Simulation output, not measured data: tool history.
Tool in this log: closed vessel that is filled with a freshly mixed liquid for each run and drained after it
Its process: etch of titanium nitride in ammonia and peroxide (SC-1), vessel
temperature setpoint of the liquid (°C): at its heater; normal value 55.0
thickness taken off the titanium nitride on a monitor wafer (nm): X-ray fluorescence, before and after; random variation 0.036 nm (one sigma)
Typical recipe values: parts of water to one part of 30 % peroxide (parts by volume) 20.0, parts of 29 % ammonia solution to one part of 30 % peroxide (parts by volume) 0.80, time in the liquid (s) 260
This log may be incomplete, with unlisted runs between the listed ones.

| run | hour | temperature setpoint of the liquid (°C) | parts of water to one part of 30 % peroxide (parts by volume) | parts of 29 % ammonia solution to one part of 30 % peroxide (parts by volume) | time in the liquid (s) | read-back film thickness of the titanium nitride reference wafer, read on the same gauge (nm) | thickness taken off the titanium nitride on a monitor wafer (nm) |
|---|---|---|---|---|---|---|---|
| 1 | 0.0 | 55.0 | 20.0 | 0.80 | 260 | 70.01 | 9.68 |
| 2 | 98.2 | 55.0 | 20.0 | 0.80 | 260 | 70.02 | 9.74 |
| 3 | 151.8 | 55.0 | 20.0 | 0.80 | 260 | 69.99 | 9.70 |
| 4 | 195.0 | 55.0 | 20.0 | 0.80 | 340 | 70.01 | 12.71 |
| 5 | 279.7 | 55.0 | 20.0 | 0.80 | 340 | 70.01 | 12.72 |
| 6 | 360.3 | 55.0 | 20.0 | 0.80 | 340 | 70.01 | 12.70 |
| 7 | 415.3 | 55.0 | 20.0 | 0.80 | 260 | 69.98 | 9.68 |
|  | 459.7 | ammonia flow meter replaced |
|  | 466.1 | thermometer replaced |
| 8 | 469.7 | 55.0 | 20.0 | 0.80 | 260 | 70.00 | 9.26 |
|  | 519.1 | new drum of ammonia solution connected |
| 9 | 522.3 | 55.0 | 20.0 | 0.80 | 260 | 70.01 | 9.44 |
| 10 | 612.9 | 55.0 | 20.0 | 0.80 | 330 | 69.98 | 11.95 |
| 11 | 682.6 | 55.0 | 20.0 | 0.80 | 330 | 70.01 | 12.06 |
|  | 760.6 | gauge calibrated |
| 12 | 773.2 | 55.0 | 20.0 | 0.80 | 260 | 70.03 | 9.40 |
| 13 | 849.3 | 51.0 | 16.0 | 0.55 | 360 | 70.01 | 10.53 |
| 14 | 890.1 | 49.0 | 20.0 | 0.95 | 210 | 70.01 | 5.22 |
| 15 | 1199.5 | 45.5 | 11.0 | 1.05 | 180 | 70.00 | 4.87 |
| 16 | 1238.8 | 55.0 | 14.0 | 1.15 | 260 | 69.99 | 12.10 |
| 17 | 1283.4 | 55.0 | 20.0 | 0.80 | 260 | 70.03 | 9.45 |
| 18 | 1341.2 | 55.0 | 20.0 | 0.80 | 260 | 70.00 | 9.39 |
|  | 1405.7 | new drum of ammonia solution connected |
| 19 | 1433.7 | 47.0 | 20.0 | 0.80 | 380 | 70.02 | 8.14 |
| 20 | 1483.7 | 58.0 | 20.0 | 0.80 | 170 | 70.01 | 7.75 |
| 21 | 1564.3 | 55.0 | 20.0 | 0.80 | 260 | 69.99 | 9.75 |
| 22 | 1667.5 | 55.0 | 23.5 | 1.15 | 110 | 70.00 | 3.96 |
|  | 1716.1 | ammonia flow meter replaced |
| 23 | 1728.1 | 55.0 | 23.5 | 1.15 | 110 | 69.99 | 3.99 |
| 24 | 1813.1 | 47.5 | 20.0 | 0.80 | 340 | 70.00 | 7.52 |
| 25 | 1861.9 | 55.0 | 20.0 | 0.80 | 260 | 70.01 | 9.62 |
| 26 | 1960.0 | 62.0 | 26.0 | 0.65 | 260 | 69.98 | 12.67 |

Here are 5 independent what-if runs from the current tool condition. What would each one return?
| A | 1960.7 | 55.0 | 20.0 | 0.80 | 185 | ? | ? |
| B | 1960.7 | 55.0 | 20.0 | 1.00 | 205 | ? | ? |
| C | 1960.7 | 55.0 | 20.0 | 0.45 | 260 | ? | ? |
| D | 1960.7 | 63.0 | 26.5 | 0.60 | 200 | ? | ? |
| E | 1960.7 | 63.0 | 25.5 | 0.95 | 200 | ? | ? |

| run | read-back film thickness of the titanium nitride reference wafer, read on the same gauge (nm) | thickness taken off the titanium nitride on a monitor wafer (nm) |
|---|---|---|
| A | 70.02 | 6.89 |
| B | 70.02 | 7.94 |
| C | 70.02 | 8.70 |
| D | 70.02 | 10.20 |
| E | 70.02 | 11.35 |
What these runs would have given with no unlogged condition in the tool:
| run | thickness taken off the titanium nitride on a monitor wafer (nm) |
|---|---|
| A | 6.68 |
| B | 7.70 |
| C | 8.45 |
| D | 9.92 |
| E | 11.03 |
